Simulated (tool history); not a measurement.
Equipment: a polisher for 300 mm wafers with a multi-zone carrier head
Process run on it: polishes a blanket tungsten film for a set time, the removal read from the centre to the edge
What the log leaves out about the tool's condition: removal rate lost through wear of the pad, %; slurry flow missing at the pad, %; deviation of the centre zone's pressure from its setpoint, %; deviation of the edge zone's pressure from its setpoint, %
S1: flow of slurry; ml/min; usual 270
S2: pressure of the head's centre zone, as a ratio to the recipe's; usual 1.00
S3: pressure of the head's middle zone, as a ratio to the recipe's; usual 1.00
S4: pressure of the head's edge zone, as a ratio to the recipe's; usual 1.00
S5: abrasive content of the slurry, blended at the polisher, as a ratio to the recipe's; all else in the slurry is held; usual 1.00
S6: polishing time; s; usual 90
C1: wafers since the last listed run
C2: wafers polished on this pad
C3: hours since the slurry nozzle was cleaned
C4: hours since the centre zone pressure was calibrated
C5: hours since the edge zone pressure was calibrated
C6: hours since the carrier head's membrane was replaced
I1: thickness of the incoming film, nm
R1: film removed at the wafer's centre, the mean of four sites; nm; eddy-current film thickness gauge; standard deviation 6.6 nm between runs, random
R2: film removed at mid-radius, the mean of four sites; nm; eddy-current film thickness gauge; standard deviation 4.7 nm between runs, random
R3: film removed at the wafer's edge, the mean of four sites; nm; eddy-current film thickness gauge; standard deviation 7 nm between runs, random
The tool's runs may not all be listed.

run    hour   S1    S2    S3    S4    S5  S6   C1    C2     C3      C4     C5      C6      I1     R1     R2     R3
  1     0.0  270  1.00  1.00  1.00  1.20  90    0   120  215.5   607.0  313.3   570.9  1455.0  500.1  502.5  491.9
       14.4  -- edge zone pressure recalibrated
  2    61.1  270  1.00  1.00  1.00  1.00  90  522   643  276.6   668.1   46.7   632.0  1431.0  472.5  475.6  458.7
  3   112.3  270  1.00  1.00  1.00  1.00  90  452  1095  327.8   719.3   97.9   683.2  1484.9  465.9  444.4  445.5
  4   169.6  270  1.00  1.08  1.00  1.15  90  506  1602  385.1   776.6  155.2   740.5  1440.2  465.9  491.0  460.2
      180.6  -- worn pad replaced by a new one
  5   220.1  270  1.00  1.08  1.00  1.15  90  411   349  435.6   827.1  205.7   791.0  1459.7  497.6  521.4  487.0
      268.8  -- slurry nozzle cleaned
  6   290.7  270  1.00  1.08  1.00  1.15  90  615   964   21.9   897.7  276.3   861.6  1458.8  478.8  514.9  476.2
  7   348.2  310  1.00  1.00  1.00  1.00  90  508  1473   79.4   955.2  333.8   919.1  1465.7  454.9  450.3  451.9
      351.6  -- edge zone pressure recalibrated
  8   377.2  270  1.00  1.00  1.00  0.90  90  238  1712  108.4   984.2   25.6   948.1  1457.2  427.5  431.7  422.0
      404.5  -- worn pad replaced by a new one
  9   441.9  270  1.00  1.00  1.00  0.90  90  536   330  173.1  1048.9   90.3  1012.8  1447.8  468.9  456.1  451.1
 10   503.2  270  1.00  1.00  1.00  0.90  90  542   872  234.4  1110.2  151.6  1074.1  1464.6  457.7  451.4  455.2
 11   573.5  270  1.09  1.00  1.00  1.00  60  621  1494  304.7  1180.5  221.9  1144.4  1457.5  328.9  297.8  297.8
      582.1  -- carrier head's membrane replaced by a new one
      606.4  -- centre zone pressure recalibrated
      619.0  -- worn pad replaced by a new one
 12   632.3  305  1.00  1.10  1.00  1.25  80  422   117  363.5    25.9  280.7    50.2  1464.6  463.3  477.1  441.1
      643.7  -- edge zone pressure recalibrated
 13   701.8  270  1.00  1.00  1.00  1.00  68  596   714  433.0    95.4   58.1   119.7  1441.1  348.7  353.9  346.7
 14   732.6  270  1.00  1.05  1.07  1.20  90  272   987  463.8   126.2   88.9   150.5  1472.7  489.2  496.5  503.4
 15   770.8  270  0.97  1.00  1.00  1.00  90  337  1325  502.0   164.4  127.1   188.7  1468.2  427.2  448.5  455.5
      823.7  -- slurry nozzle cleaned
      829.4  -- worn pad replaced by a new one
 16   841.1  270  1.00  1.00  1.00  0.70  90  577   103   17.4   234.7  197.4   259.0  1460.7  427.8  418.0  419.3
 17   914.5  270  1.00  1.00  1.00  1.00  90  649   752   90.8   308.1  270.8   332.4  1458.6  475.2  463.8  472.8
 18   962.9  270  1.00  1.00  1.00  1.00  90  428  1180  139.2   356.5  319.2   380.8  1430.0  463.0  457.7  465.2
     1010.9  -- edge zone pressure recalibrated
 19  1034.8  230  1.00  0.93  1.00  1.00  80  618  1799  211.1   428.4   23.9   452.7  1435.7  391.1  355.6  375.1

How the hidden state differs across the entries between the runs, from the last listed run before each to the first after it:
Between runs 1 and 2: edge zone pressure recalibrated (hour 14.4)
  removal rate lost through wear of the pad, %: 0.878 -> 1.91
  measured less the result without the state, R1: -4.4 -> -9.1 nm; R2: -4.5 -> -9.2 nm; R3: -4.4 -> -8.9 nm
Between runs 4 and 5: worn pad replaced by a new one (hour 180.6)
  removal rate lost through wear of the pad, %: 7.23 -> 1.05
  measured less the result without the state, R1: -36.3 -> -5.3 nm; R2: -38.3 -> -5.5 nm; R3: -35.9 -> -5.2 nm
Between runs 5 and 6: slurry nozzle cleaned (hour 268.8)
  removal rate lost through wear of the pad, %: 1.05 -> 3.06
  measured less the result without the state, R1: -5.3 -> -15.1 nm; R2: -5.5 -> -16.2 nm; R3: -5.2 -> -15.0 nm
Between runs 7 and 8: edge zone pressure recalibrated (hour 351.6)
  removal rate lost through wear of the pad, %: 6.1 -> 8.11
  measured less the result without the state, R1: -29.6 -> -37.8 nm; R2: -29.3 -> -38.2 nm; R3: -29.4 -> -37.2 nm
Between runs 8 and 9: worn pad replaced by a new one (hour 404.5)
  removal rate lost through wear of the pad, %: 8.11 -> 0.571
  measured less the result without the state, R1: -37.8 -> -2.7 nm; R2: -38.2 -> -2.6 nm; R3: -37.2 -> -2.6 nm
Between runs 11 and 12: carrier head's membrane replaced by a new one (hour 582.1); centre zone pressure recalibrated (hour 606.4); worn pad replaced by a new one (hour 619.0)
  removal rate lost through wear of the pad, %: 5.74 -> 0.719
  measured less the result without the state, R1: -20.0 -> -3.3 nm; R2: -18.1 -> -3.5 nm; R3: -18.1 -> -3.2 nm
Between runs 12 and 13: edge zone pressure recalibrated (hour 643.7)
  removal rate lost through wear of the pad, %: 0.719 -> 1.99
  measured less the result without the state, R1: -3.3 -> -7.1 nm; R2: -3.5 -> -7.2 nm; R3: -3.2 -> -7.0 nm
Between runs 15 and 16: slurry nozzle cleaned (hour 823.7); worn pad replaced by a new one (hour 829.4)
  removal rate lost through wear of the pad, %: 5.07 -> 0.136
  measured less the result without the state, R1: -22.9 -> -0.6 nm; R2: -24.0 -> -0.6 nm; R3: -24.4 -> -0.6 nm
Between runs 18 and 19: edge zone pressure recalibrated (hour 1010.9)
  removal rate lost through wear of the pad, %: 3.5 -> 8.14
  measured less the result without the state, R1: -16.8 -> -34.7 nm; R2: -16.7 -> -31.5 nm; R3: -16.9 -> -33.3 nm

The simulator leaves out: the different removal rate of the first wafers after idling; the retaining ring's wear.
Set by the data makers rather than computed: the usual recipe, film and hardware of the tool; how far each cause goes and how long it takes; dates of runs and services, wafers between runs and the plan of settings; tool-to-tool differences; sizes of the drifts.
